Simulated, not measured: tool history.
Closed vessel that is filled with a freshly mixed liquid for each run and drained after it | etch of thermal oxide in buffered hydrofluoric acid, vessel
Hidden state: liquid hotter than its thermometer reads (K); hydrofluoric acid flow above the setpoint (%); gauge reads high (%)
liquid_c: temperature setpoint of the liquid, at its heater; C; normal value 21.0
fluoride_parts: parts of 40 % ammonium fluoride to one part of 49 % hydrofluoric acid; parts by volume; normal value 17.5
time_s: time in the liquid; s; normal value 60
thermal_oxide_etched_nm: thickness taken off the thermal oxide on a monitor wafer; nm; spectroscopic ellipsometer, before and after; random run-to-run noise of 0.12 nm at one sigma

| run | hour | liquid_c | fluoride_parts | time_s | wafers since the last listed run | hours since the thermometer was replaced | hours since the hydrofluoric acid flow meter was replaced | hours since the gauge calibration | read-back film thickness of the thermal oxide reference wafer, read on the same gauge (nm) | thermal_oxide_etched_nm |
|---|---|---|---|---|---|---|---|---|---|---|
| 1 | 0.0 | 21.0 | 17.5 | 60 | 0 | 1035.5 | 1541.7 | 423.0 | 149.98 | 33.81 |
| 2 | 38.3 | 21.0 | 19.0 | 60 | 2932 | 1073.8 | 1580.0 | 461.3 | 150.00 | 31.37 |
| 3 | 122.8 | 21.0 | 19.0 | 60 | 6469 | 1158.3 | 1664.5 | 545.8 | 149.98 | 31.55 |
| 4 | 206.4 | 21.0 | 19.0 | 60 | 6400 | 1241.9 | 1748.1 | 629.4 | 149.97 | 31.48 |
| 5 | 254.5 | 21.0 | 17.5 | 60 | 3682 | 1290.0 | 1796.2 | 677.5 | 149.97 | 34.22 |
| 6 | 311.3 | 18.0 | 17.5 | 60 | 4348 | 1346.8 | 1853.0 | 734.3 | 150.03 | 29.06 |
| 7 | 400.6 | 18.0 | 17.5 | 60 | 6837 | 1436.1 | 1942.3 | 823.6 | 150.01 | 29.21 |
| 8 | 442.6 | 21.0 | 17.5 | 60 | 3215 | 1478.1 | 1984.3 | 865.6 | 149.99 | 34.52 |
| 9 | 543.4 | 21.0 | 17.5 | 60 | 7717 | 1578.9 | 2085.1 | 966.4 | 150.06 | 34.66 |
| 10 | 781.0 | 22.5 | 16.0 | 60 | 18191 | 1816.5 | 2322.7 | 1204.0 | 150.01 | 41.35 |
|  | 807.9 | thermometer replaced |
| 11 | 876.4 | 22.5 | 16.0 | 60 | 7227 | 68.5 | 2418.1 | 1299.4 | 150.01 | 40.18 |
|  | 898.3 | hydrofluoric acid flow meter replaced |
| 12 | 915.2 | 22.5 | 16.0 | 60 | 2894 | 107.3 | 16.9 | 1338.2 | 150.03 | 37.65 |
|  | 932.6 | gauge calibrated |
| 13 | 954.7 | 19.0 | 17.5 | 60 | 3024 | 146.8 | 56.4 | 22.1 | 150.03 | 28.65 |
| 14 | 1049.2 | 17.5 | 17.5 | 40 | 7235 | 241.3 | 150.9 | 116.6 | 150.02 | 17.58 |
| 15 | 1140.9 | 21.0 | 17.5 | 85 | 7020 | 333.0 | 242.6 | 208.3 | 149.98 | 45.57 |
| 16 | 1220.3 | 21.0 | 17.5 | 60 | 6079 | 412.4 | 322.0 | 287.7 | 149.96 | 32.39 |
| 17 | 1257.2 | 21.0 | 17.5 | 60 | 2825 | 449.3 | 358.9 | 324.6 | 150.01 | 32.42 |
| 18 | 1307.7 | 19.5 | 13.5 | 60 | 3866 | 499.8 | 409.4 | 375.1 | 150.00 | 38.67 |
| 19 | 1395.1 | 21.0 | 17.5 | 60 | 6691 | 587.2 | 496.8 | 462.5 | 149.94 | 32.46 |
| 20 | 1478.3 | 25.5 | 17.5 | 75 | 6370 | 670.4 | 580.0 | 545.7 | 150.00 | 52.51 |
| 21 | 1717.8 | 19.5 | 19.5 | 80 | 18337 | 909.9 | 819.5 | 785.2 | 149.98 | 36.46 |
| 22 | 1787.3 | 18.5 | 17.5 | 60 | 5321 | 979.4 | 889.0 | 854.7 | 149.96 | 28.79 |
| 23 | 1872.7 | 25.0 | 13.0 | 95 | 6538 | 1064.8 | 974.4 | 940.1 | 149.95 | 87.86 |
| 24 | 1912.7 | 21.0 | 17.5 | 60 | 3062 | 1104.8 | 1014.4 | 980.1 | 149.96 | 33.13 |
| 25 | 1984.1 | 18.0 | 17.5 | 85 | 5466 | 1176.2 | 1085.8 | 1051.5 | 149.96 | 39.79 |
| 26 | 2047.2 | 21.0 | 17.5 | 60 | 4831 | 1239.3 | 1148.9 | 1114.6 | 150.01 | 33.24 |

Some steps in thermal_oxide_etched_nm between neighbouring runs. How much of each would the tool show without its hidden state too (settings, what came in, random variation), and how much is left for the hidden state, with any gauge scatter that isn't in both results?
Run 11 -> 12: hydrofluoric acid flow meter replaced. thermal_oxide_etched_nm -2.53 nm: hidden state -2.49, all else -0.04.
Run 22 -> 23: liquid_c 18.5 -> 25.0, fluoride_parts 17.5 -> 13.0, time_s 60 -> 95. thermal_oxide_etched_nm +59.07 nm: hidden state +2.55, all else +56.52.
Run 23 -> 24: liquid_c 25.0 -> 21.0, fluoride_parts 13.0 -> 17.5, time_s 95 -> 60. thermal_oxide_etched_nm -54.73 nm: hidden state -2.22, all else -52.51.
